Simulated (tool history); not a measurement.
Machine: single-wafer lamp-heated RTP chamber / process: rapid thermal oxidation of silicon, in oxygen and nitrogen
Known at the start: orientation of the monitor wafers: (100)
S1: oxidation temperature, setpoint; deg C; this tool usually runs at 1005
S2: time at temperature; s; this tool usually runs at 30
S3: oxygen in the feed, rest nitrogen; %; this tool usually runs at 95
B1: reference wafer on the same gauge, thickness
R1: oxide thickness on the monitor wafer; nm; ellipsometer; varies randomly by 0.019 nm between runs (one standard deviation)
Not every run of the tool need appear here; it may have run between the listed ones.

Run 1, hour 0.0: usual settings; B1 5.103. Result: R1 4.790 nm.
Run 2, hour 51.6: usual settings but S2 23 s; B1 5.094. Result: R1 4.288 nm.
Run 3, hour 99.9: usual settings but S2 23 s; B1 5.090. Result: R1 4.302 nm.
Run 4, hour 153.1: usual settings but S2 19 s; B1 5.096. Result: R1 4.006 nm.
Run 5, hour 194.0: usual settings but S2 21 s; B1 5.098. Result: R1 4.191 nm.
Run 6, hour 277.7: usual settings but S2 21 s; B1 5.100. Result: R1 4.195 nm.
Run 7, hour 331.6: usual settings; B1 5.100. Result: R1 4.856 nm.
Run 8, hour 371.5: usual settings; B1 5.098. Result: R1 4.874 nm.
At hour 381.6: pyrometer window cleaned and pyrometer calibrated.
Run 9, hour 402.4: usual settings but S1 998 deg C, S2 20 s; B1 5.104. Result: R1 3.778 nm.
Run 10, hour 450.0: usual settings but S2 25 s; B1 5.100. Result: R1 4.364 nm.
Run 11, hour 512.9: usual settings but S2 25 s; B1 5.098. Result: R1 4.378 nm.
Run 12, hour 651.4: usual settings but S1 994 deg C, S2 36 s; B1 5.105. Result: R1 4.751 nm.
At hour 664.7: oxygen flow controller replaced.
Run 13, hour 684.0: usual settings; B1 5.098. Result: R1 4.778 nm.
Run 14, hour 752.5: usual settings; B1 5.092. Result: R1 4.786 nm.
Run 15, hour 787.9: usual settings but S2 20 s; B1 5.107. Result: R1 4.066 nm.
Run 16, hour 831.4: usual settings; B1 5.104. Result: R1 4.824 nm.
Run 17, hour 872.3: usual settings; B1 5.099. Result: R1 4.791 nm.
Run 18, hour 942.6: usual settings; B1 5.097. Result: R1 4.813 nm.
Run 19, hour 982.0: usual settings; B1 5.096. Result: R1 4.824 nm.
Run 20, hour 1035.3: usual settings but S3 98 %; B1 5.104. Result: R1 4.878 nm.
Run 21, hour 1080.3: usual settings but S1 1015 deg C, S2 37 s, S3 73 %; B1 5.096. Result: R1 5.178 nm.
Run 22, hour 1110.9: usual settings but S1 993 deg C, S2 26 s, S3 98 %; B1 5.107. Result: R1 4.269 nm.
Run 23, hour 1144.6: usual settings but S2 43 s, S3 98 %; B1 5.103. Result: R1 5.738 nm.
At hour 1188.2: pyrometer window cleaned and pyrometer calibrated.
Run 24, hour 1190.6: usual settings but S1 977 deg C, S2 42 s, S3 73 %; B1 5.093. Result: R1 4.055 nm.
Run 25, hour 1241.7: usual settings but S1 1032 deg C, S2 22 s; B1 5.096. Result: R1 4.966 nm.
Run 26, hour 1298.6: usual settings but S1 976 deg C, S2 16 s; B1 5.094. Result: R1 3.124 nm.
Run 27, hour 1355.2: usual settings but S1 976 deg C, S2 40 s, S3 98 %; B1 5.100. Result: R1 4.395 nm.
Run 28, hour 1389.6: usual settings; B1 5.102. Result: R1 4.699 nm.
At hour 1413.4: gauge calibrated.
Run 29, hour 1429.3: usual settings but S1 986 deg C, S2 36 s, S3 98 %; B1 5.102. Result: R1 4.511 nm.
Run 30, hour 1471.2: usual settings but S2 26 s, S3 76 %; B1 5.110. Result: R1 4.163 nm.
Run 31, hour 1511.6: usual settings; B1 5.107. Result: R1 4.742 nm.
Run 32, hour 1580.3: usual settings; B1 5.102. Result: R1 4.757 nm.
Run 33, hour 1635.4: usual settings; B1 5.094. Result: R1 4.767 nm.
Run 34, hour 1698.9: usual settings; B1 5.101. Result: R1 4.832 nm.
Run 35, hour 1759.2: usual settings but S2 41 s, S3 98 %; B1 5.106. Result: R1 5.528 nm.
Run 36, hour 1794.7: usual settings but S1 1016 deg C, S3 70 %; B1 5.100. Result: R1 4.724 nm.
Run 37, hour 1839.6: usual settings; B1 5.104. Result: R1 4.821 nm.
Run 38, hour 1863.9: usual settings but S1 1030 deg C, S3 98 %; B1 5.108. Result: R1 5.785 nm.

Branching from run 38: 4 alternative next runs. What would each branch give?
Run A, hour 1864.3: usual settings but S1 1033 deg C; B1 ?. Result: R1 ?.
Run B, hour 1864.3: usual settings but S1 1023 deg C; B1 ?. Result: R1 ?.
Run C, hour 1864.3: usual settings but S1 1021 deg C, S2 22 s; B1 ?. Result: R1 ?.
Run D, hour 1864.3: usual settings but S1 1021 deg C; B1 ?. Result: R1 ?.

run     B1     R1
  A  5.104  5.853
  B  5.104  5.462
  C  5.104  4.740
  D  5.104  5.387
Without the tool's unlogged condition, the same runs would have read:
run     R1
  A  5.638
  B  5.260
  C  4.568
  D  5.187
